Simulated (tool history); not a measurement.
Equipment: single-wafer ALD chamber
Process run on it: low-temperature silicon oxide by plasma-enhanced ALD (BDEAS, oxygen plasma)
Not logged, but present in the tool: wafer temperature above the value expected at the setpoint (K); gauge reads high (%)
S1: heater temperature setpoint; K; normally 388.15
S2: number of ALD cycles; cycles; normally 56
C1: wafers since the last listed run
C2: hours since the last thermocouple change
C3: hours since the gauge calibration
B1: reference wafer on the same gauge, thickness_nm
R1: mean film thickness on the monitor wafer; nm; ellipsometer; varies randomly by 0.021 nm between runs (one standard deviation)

run 1 day=0 | S1=376.15 S2=56 | C1=0 C2=1870.3 C3=108.2 | B1=8.048 | R1=8.578
run 2 day=4.4 | S1=376.15 S2=56 | C1=704 C2=1975.9 C3=213.8 | B1=8.024 | R1=8.572
run 3 day=7.308 | S1=388.15 S2=56 | C1=465 C2=2045.7 C3=283.6 | B1=8.022 | R1=8.325
run 4 day=9.133 | S1=388.15 S2=56 | C1=292 C2=2089.5 C3=327.4 | B1=8.018 | R1=8.37
run 5 day=17.812 | S1=388.15 S2=56 | C1=1389 C2=2297.8 C3=535.7 | B1=7.988 | R1=8.303
run 6 day=19.196 | S1=385.15 S2=56 | C1=221 C2=2331 C3=568.9 | B1=7.981 | R1=8.371
run 7 day=21.946 | S1=385.15 S2=56 | C1=440 C2=2397 C3=634.9 | B1=7.974 | R1=8.353
run 8 day=23.954 | S1=385.15 S2=56 | C1=321 C2=2445.2 C3=683.1 | B1=7.972 | R1=8.327
run 9 day=25.688 | S1=400.15 S2=56 | C1=277 C2=2486.8 C3=724.7 | B1=7.961 | R1=8.099
run 10 day=27.496 | S1=388.15 S2=65 | C1=289 C2=2530.2 C3=768.1 | B1=7.957 | R1=9.611
run 11 day=28.696 | S1=388.15 S2=65 | C1=192 C2=2559 C3=796.9 | B1=7.953 | R1=9.58
run 12 day=32.025 | S1=388.15 S2=65 | C1=532 C2=2638.9 C3=876.8 | B1=7.94 | R1=9.583
run 13 day=33.65 | S1=388.15 S2=56 | C1=260 C2=2677.9 C3=915.8 | B1=7.937 | R1=8.268
run 14 day=35.3 | S1=388.15 S2=56 | C1=264 C2=2717.5 C3=955.4 | B1=7.93 | R1=8.286
run 15 day=37.175 | S1=400.15 S2=56 | C1=300 C2=2762.5 C3=1000.4 | B1=7.922 | R1=8.027
run 16 day=39.008 | S1=378.15 S2=60 | C1=293 C2=2806.5 C3=1044.4 | B1=7.923 | R1=9.047
run 17 day=41.088 | S1=388.15 S2=48 | C1=332 C2=2856.4 C3=1094.3 | B1=7.911 | R1=7.085
-- day=41.15 gauge calibrated
run 18 day=43.725 | S1=399.15 S2=56 | C1=422 C2=2919.7 C3=61.8 | B1=8.055 | R1=8.233
run 19 day=45.725 | S1=399.15 S2=62 | C1=320 C2=2967.7 C3=109.8 | B1=8.051 | R1=9.039
run 20 day=46.758 | S1=395.15 S2=52 | C1=165 C2=2992.5 C3=134.6 | B1=8.045 | R1=7.67
-- day=47.108 thermocouple changed; heater temperature recalibrated
run 21 day=49.725 | S1=388.15 S2=56 | C1=421 C2=62.8 C3=205.8 | B1=8.032 | R1=8.354
run 22 day=51.625 | S1=388.15 S2=45 | C1=304 C2=108.4 C3=251.4 | B1=8.031 | R1=6.758
run 23 day=53.358 | S1=377.15 S2=56 | C1=277 C2=150 C3=293 | B1=8.02 | R1=8.527
run 24 day=56.229 | S1=379.15 S2=45 | C1=459 C2=218.9 C3=361.9 | B1=8.013 | R1=6.858
run 25 day=57.95 | S1=382.15 S2=53 | C1=275 C2=260.2 C3=403.2 | B1=8.009 | R1=8.006
run 26 day=59.15 | S1=400.15 S2=49 | C1=192 C2=289 C3=432 | B1=7.998 | R1=7.116
run 27 day=61.408 | S1=402.15 S2=52 | C1=361 C2=343.2 C3=486.2 | B1=7.997 | R1=7.476
run 28 day=63.338 | S1=382.15 S2=49 | C1=308 C2=389.5 C3=532.5 | B1=7.986 | R1=7.391
run 29 day=65.054 | S1=385.15 S2=56 | C1=274 C2=430.7 C3=573.7 | B1=7.985 | R1=8.386

Below are 4 alternative next runs, each starting from the tool's condition after run 29. Predict each:
run A day=65.075 | S1=388.15 S2=64 | C1=3 C2=431.2 C3=574.2 | B1=? | R1=?
run B day=65.075 | S1=388.15 S2=46 | C1=3 C2=431.2 C3=574.2 | B1=? | R1=?
run C day=65.075 | S1=381.15 S2=49 | C1=3 C2=431.2 C3=574.2 | B1=? | R1=?
run D day=65.075 | S1=373.15 S2=48 | C1=3 C2=431.2 C3=574.2 | B1=? | R1=?

run=A B1=7.986 R1=9.496
run=B B1=7.986 R1=6.825
run=C B1=7.986 R1=7.378
run=D B1=7.986 R1=7.375
Stripped of hidden state, with their random variation kept, the same runs would have yielded:
run=A R1=9.571
run=B R1=6.879
run=C R1=7.436
run=D R1=7.434

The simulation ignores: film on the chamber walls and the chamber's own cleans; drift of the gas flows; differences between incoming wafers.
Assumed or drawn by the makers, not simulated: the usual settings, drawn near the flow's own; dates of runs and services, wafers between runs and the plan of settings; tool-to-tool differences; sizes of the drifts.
